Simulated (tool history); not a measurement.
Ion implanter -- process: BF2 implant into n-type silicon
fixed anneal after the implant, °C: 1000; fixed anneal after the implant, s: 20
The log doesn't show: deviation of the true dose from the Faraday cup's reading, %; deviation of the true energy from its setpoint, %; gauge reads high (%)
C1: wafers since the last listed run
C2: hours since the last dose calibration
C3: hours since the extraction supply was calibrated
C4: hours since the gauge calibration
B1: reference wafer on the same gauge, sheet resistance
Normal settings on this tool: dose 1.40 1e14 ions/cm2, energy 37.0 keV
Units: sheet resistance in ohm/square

run 1 day=0.000 | dose=1.40 energy=44.5 | C1=0 C2=1064.2 C3=3320.9 C4=188.6 | B1=603.84 | sheet_resistance=658.82
-- day=0.188 gauge calibrated
run 2 day=0.700 | dose=1.40 energy=44.5 | C1=354 C2=1081.0 C3=3337.7 C4=12.3 | B1=603.97 | sheet_resistance=657.65
run 3 day=1.225 | dose=1.13 energy=37.0 | C1=265 C2=1093.6 C3=3350.3 C4=24.9 | B1=604.01 | sheet_resistance=795.39
run 4 day=1.675 | dose=1.40 energy=28.0 | C1=227 C2=1104.4 C3=3361.1 C4=35.7 | B1=604.03 | sheet_resistance=698.34
run 5 day=2.325 | dose=1.40 energy=27.0 | C1=328 C2=1120.0 C3=3376.7 C4=51.3 | B1=604.01 | sheet_resistance=699.92
run 6 day=2.850 | dose=1.40 energy=27.0 | C1=265 C2=1132.6 C3=3389.3 C4=63.9 | B1=603.89 | sheet_resistance=700.85
run 7 day=3.121 | dose=1.16 energy=45.5 | C1=137 C2=1139.1 C3=3395.8 C4=70.4 | B1=604.09 | sheet_resistance=758.59
run 8 day=3.429 | dose=1.40 energy=37.0 | C1=156 C2=1146.5 C3=3403.2 C4=77.8 | B1=603.90 | sheet_resistance=671.11
run 9 day=4.075 | dose=1.40 energy=37.0 | C1=326 C2=1162.0 C3=3418.7 C4=93.3 | B1=603.91 | sheet_resistance=670.31
run 10 day=4.725 | dose=1.40 energy=37.0 | C1=328 C2=1177.6 C3=3434.3 C4=108.9 | B1=604.03 | sheet_resistance=669.37
run 11 day=5.146 | dose=1.71 energy=37.0 | C1=212 C2=1187.7 C3=3444.4 C4=119.0 | B1=603.95 | sheet_resistance=573.50
run 12 day=5.471 | dose=1.40 energy=37.0 | C1=164 C2=1195.5 C3=3452.2 C4=126.8 | B1=603.97 | sheet_resistance=672.05
run 13 day=5.904 | dose=1.73 energy=37.0 | C1=219 C2=1205.9 C3=3462.6 C4=137.2 | B1=604.30 | sheet_resistance=566.67
run 14 day=6.654 | dose=1.40 energy=37.0 | C1=379 C2=1223.9 C3=3480.6 C4=155.2 | B1=604.01 | sheet_resistance=670.00
run 15 day=7.404 | dose=1.26 energy=33.0 | C1=379 C2=1241.9 C3=3498.6 C4=173.2 | B1=604.20 | sheet_resistance=739.44
-- day=7.871 gauge calibrated
run 16 day=7.992 | dose=1.40 energy=44.0 | C1=297 C2=1256.0 C3=3512.7 C4=2.9 | B1=603.79 | sheet_resistance=653.38
run 17 day=8.250 | dose=1.00 energy=27.5 | C1=130 C2=1262.2 C3=3518.9 C4=9.1 | B1=604.05 | sheet_resistance=913.77
-- day=8.612 Faraday cup replaced and dose calibrated
-- day=8.792 extraction supply calibrated
run 18 day=8.862 | dose=1.01 energy=33.5 | C1=50 C2=6.0 C3=1.7 C4=23.8 | B1=604.12 | sheet_resistance=904.20
run 19 day=10.112 | dose=1.03 energy=27.0 | C1=632 C2=36.0 C3=31.7 C4=53.8 | B1=604.08 | sheet_resistance=926.34
run 20 day=10.446 | dose=1.54 energy=47.0 | C1=168 C2=44.0 C3=39.7 C4=61.8 | B1=603.90 | sheet_resistance=622.11
run 21 day=10.800 | dose=1.40 energy=29.5 | C1=179 C2=52.5 C3=48.2 C4=70.3 | B1=603.97 | sheet_resistance=710.76
run 22 day=11.475 | dose=1.54 energy=47.0 | C1=341 C2=68.7 C3=64.4 C4=86.5 | B1=603.96 | sheet_resistance=620.07
run 23 day=11.846 | dose=1.28 energy=29.0 | C1=187 C2=77.6 C3=73.3 C4=95.4 | B1=604.14 | sheet_resistance=765.55
run 24 day=12.296 | dose=1.40 energy=37.0 | C1=227 C2=88.4 C3=84.1 C4=106.2 | B1=603.93 | sheet_resistance=688.94
run 25 day=12.700 | dose=1.40 energy=47.5 | C1=204 C2=98.1 C3=93.8 C4=115.9 | B1=604.15 | sheet_resistance=666.01

How the hidden state differs across the entries between the runs, from the last listed run before each to the first after it:
Runs 1 to 2: gauge calibrated (day 0.188)
  deviation of the true dose from the Faraday cup's reading, %: 2.84 -> 2.93
  measured less the result without the state, sheet resistance: -14.38 -> -14.77 ohm/square
Runs 15 to 16: gauge calibrated (day 7.871)
  deviation of the true dose from the Faraday cup's reading, %: 3.78 -> 3.87
  measured less the result without the state, sheet resistance: -22.19 -> -19.37 ohm/square
Runs 17 to 18: Faraday cup replaced and dose calibrated (day 8.612); extraction supply calibrated (day 8.792)
  deviation of the true dose from the Faraday cup's reading, %: 3.9 -> -0.128
  measured less the result without the state, sheet resistance: -28.92 -> +0.93 ohm/square
